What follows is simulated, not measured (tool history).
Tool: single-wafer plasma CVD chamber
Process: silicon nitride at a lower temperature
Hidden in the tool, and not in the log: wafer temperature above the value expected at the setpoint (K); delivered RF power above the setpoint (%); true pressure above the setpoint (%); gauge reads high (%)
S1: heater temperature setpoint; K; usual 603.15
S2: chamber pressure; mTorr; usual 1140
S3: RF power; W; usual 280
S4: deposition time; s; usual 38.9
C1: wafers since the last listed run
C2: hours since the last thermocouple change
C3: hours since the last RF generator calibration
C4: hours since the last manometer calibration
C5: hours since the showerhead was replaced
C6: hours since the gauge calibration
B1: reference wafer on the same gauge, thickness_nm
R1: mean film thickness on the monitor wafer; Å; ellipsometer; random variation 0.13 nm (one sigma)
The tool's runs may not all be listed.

run	day	S1	S2	S3	S4	C1	C2	C3	C4	C5	C6	B1	R1
1	0.000	603.15	1140	280	38.9	0	596.7	1661.6	2388.5	2847.4	565.6	40.902	354.71
2	0.633	603.15	1140	280	38.9	289	611.9	1676.8	2403.7	2862.6	580.8	40.870	355.77
# day 1.508: showerhead replaced
3	1.667	603.15	1140	280	38.9	319	636.7	1701.6	2428.5	3.8	605.6	40.870	355.44
4	2.712	603.15	1140	280	38.9	477	661.8	1726.7	2453.6	28.9	630.7	40.906	353.26
5	3.758	603.15	1140	280	38.9	477	686.9	1751.8	2478.7	54.0	655.8	40.909	355.08
6	4.575	603.15	1140	280	38.9	372	706.5	1771.4	2498.3	73.6	675.4	40.933	355.72
7	5.850	603.15	1140	245	38.9	582	737.1	1802.0	2528.9	104.2	706.0	40.852	323.42
8	6.917	603.15	1140	245	38.9	487	762.7	1827.6	2554.5	129.8	731.6	40.884	321.80
9	8.008	592.15	1140	280	38.9	498	788.9	1853.8	2580.7	156.0	757.8	40.888	356.36
10	8.858	603.15	1140	280	38.9	388	809.3	1874.2	2601.1	176.4	778.2	40.926	353.08
# day 9.312: gauge calibrated
11	10.092	603.15	1040	335	38.9	563	838.9	1903.8	2630.7	206.0	18.7	40.897	384.45
12	10.738	603.15	1140	280	38.9	294	854.4	1919.3	2646.2	221.5	34.2	40.921	351.03
13	11.462	598.15	1140	265	44.7	331	871.8	1936.7	2663.6	238.9	51.6	40.908	391.16
14	12.179	603.15	1230	260	46.2	327	889.0	1953.9	2680.8	256.1	68.8	40.934	409.17
15	12.946	603.15	1140	280	38.9	350	907.4	1972.3	2699.2	274.5	87.2	40.936	350.53
16	14.292	603.15	1140	230	38.9	614	939.7	2004.6	2731.5	306.8	119.5	40.935	307.52
# day 15.029: capacitance manometer re-zeroed and calibrated
17	15.050	603.15	1140	280	38.9	194	957.9	2022.8	0.5	325.0	137.7	40.891	352.06
# day 18.508: RF generator calibrated
18	18.800	603.15	1140	280	38.9	1560	1047.9	7.0	90.5	415.0	227.7	40.837	368.91
# day 19.938: thermocouple changed; heater temperature recalibrated
19	20.292	603.15	1140	280	38.9	528	8.5	42.8	126.3	450.8	263.5	40.909	367.65
20	21.450	618.15	1140	280	36.1	528	36.3	70.6	154.1	478.6	291.3	40.910	341.54
21	22.433	590.15	1140	280	33.3	449	59.9	94.2	177.7	502.2	314.9	40.879	317.87
22	23.062	603.15	1140	325	43.8	287	75.0	109.3	192.8	517.3	330.0	40.937	457.39
23	23.662	608.15	860	280	38.9	273	89.4	123.7	207.2	531.7	344.4	40.927	330.11
24	24.808	603.15	1140	245	38.9	523	116.9	151.2	234.7	559.2	371.9	40.869	334.19
25	25.379	603.15	1290	260	38.9	260	130.6	164.9	248.4	572.9	385.6	40.894	365.08
26	27.433	608.15	1140	260	35.8	937	179.9	214.2	297.7	622.2	434.9	40.940	322.19
27	28.750	603.15	1140	280	41.6	601	211.5	245.8	329.3	653.8	466.5	40.913	393.33
28	29.508	603.15	1140	310	46.0	346	229.7	264.0	347.5	672.0	484.7	40.904	462.18
29	31.133	603.15	1140	280	38.9	741	268.7	303.0	386.5	711.0	523.7	40.905	368.89
30	32.542	596.15	1280	255	42.6	643	302.5	336.8	420.3	744.8	557.5	40.893	392.73

Forecast each of these 3 alternatives for the next run:
A	32.558	603.15	1140	280	38.9	7	302.9	337.2	420.7	745.2	557.9	?	?
B	32.558	607.15	1000	330	34.6	7	302.9	337.2	420.7	745.2	557.9	?	?
C	32.558	603.15	1380	305	43.5	7	302.9	337.2	420.7	745.2	557.9	?	?

run	B1	R1
A	40.921	367.83
B	40.921	346.98
C	40.921	463.29
Without the tool's hidden state the same runs would have given:
run	R1
A	368.26
B	347.38
C	463.82
